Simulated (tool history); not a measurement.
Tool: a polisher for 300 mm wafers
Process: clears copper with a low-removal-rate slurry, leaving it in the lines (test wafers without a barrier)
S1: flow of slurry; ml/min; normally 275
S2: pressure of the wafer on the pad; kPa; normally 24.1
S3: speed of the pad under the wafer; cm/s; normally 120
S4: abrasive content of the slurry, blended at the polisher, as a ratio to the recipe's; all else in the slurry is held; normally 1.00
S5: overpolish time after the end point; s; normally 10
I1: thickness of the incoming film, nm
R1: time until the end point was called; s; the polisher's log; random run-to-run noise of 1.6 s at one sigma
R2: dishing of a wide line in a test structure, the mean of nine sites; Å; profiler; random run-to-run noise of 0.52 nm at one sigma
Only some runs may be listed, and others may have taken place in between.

run	hour	S1	S2	S3	S4	S5	I1	R1	R2
1	0.0	275	24.1	120	1.00	10	672.1	171.8	247
2	25.7	275	24.1	120	1.00	10	669.4	169.5	246
3	64.4	275	24.1	120	1.00	10	656.8	165.6	253
4	98.6	275	24.1	120	1.00	10	672.2	168.0	244
5	159.8	275	24.1	120	1.00	10	673.7	169.4	247
6	207.3	275	24.1	120	1.00	10	666.0	167.8	237
7	265.3	275	24.1	120	1.00	10	678.4	172.6	248
# hour 266.5: slurry nozzle cleaned
8	302.5	275	24.1	120	1.00	10	674.2	173.2	237
9	327.7	275	24.1	136	1.00	10	676.9	152.5	268
# hour 337.2: slurry blender recalibrated
# hour 339.6: head pressure recalibrated
10	392.7	355	24.1	158	1.20	10	684.5	120.3	321
# hour 405.7: worn pad replaced by a new one
11	443.1	320	24.1	138	1.30	8	666.3	129.5	245
12	508.0	275	24.1	82	1.10	10	677.5	239.8	185
13	554.3	275	24.1	152	1.00	10	668.4	132.6	291
14	591.5	275	20.7	120	1.00	12	668.8	186.9	260
15	662.5	275	27.6	94	1.00	6	678.5	202.0	135
16	724.2	215	24.1	120	1.00	14	666.1	175.1	315
# hour 734.2: worn pad replaced by a new one
# hour 736.2: slurry blender recalibrated
# hour 736.3: head pressure recalibrated
17	775.4	235	24.1	148	1.00	10	672.7	141.1	279
18	836.6	275	24.1	120	1.00	10	679.3	169.1	237
19	866.6	250	24.1	120	1.00	10	657.0	167.5	238
20	905.4	220	24.1	98	0.75	5	681.9	244.9	102
21	965.1	275	20.7	120	1.00	12	672.8	187.7	265
# hour 996.0: slurry nozzle cleaned
22	997.2	360	24.1	148	1.25	5	657.4	121.6	178
23	1027.6	350	20.7	120	1.00	10	669.8	183.1	230
24	1084.3	190	24.1	120	1.00	15	670.5	179.7	309
# hour 1103.6: worn pad replaced by a new one
25	1125.9	220	24.1	98	0.75	5	667.6	241.4	97
# hour 1140.6: slurry blender recalibrated
26	1195.6	275	24.1	160	1.00	10	671.1	128.3	299
27	1238.3	275	24.1	120	1.00	13	668.8	168.9	293
# hour 1243.0: head pressure recalibrated
28	1268.5	185	31.7	120	0.85	4	674.2	162.5	115

Predict each of these 4 candidate next runs independently; none follows another, all start after run 28:
A	1269.0	275	18.6	120	1.00	10	659.6	?	?
B	1269.0	185	24.1	120	1.00	10	659.6	?	?
C	1269.0	275	24.1	146	0.85	16	659.6	?	?
D	1269.0	190	31.7	120	1.00	10	659.6	?	?

run	R1	R2
A	192.5	212
B	175.3	229
C	145.3	367
D	146.9	264
Had the tool no hidden state, the same runs would have come out as:
run	R1	R2
A	192.5	212
B	175.3	229
C	145.3	367
D	146.9	264
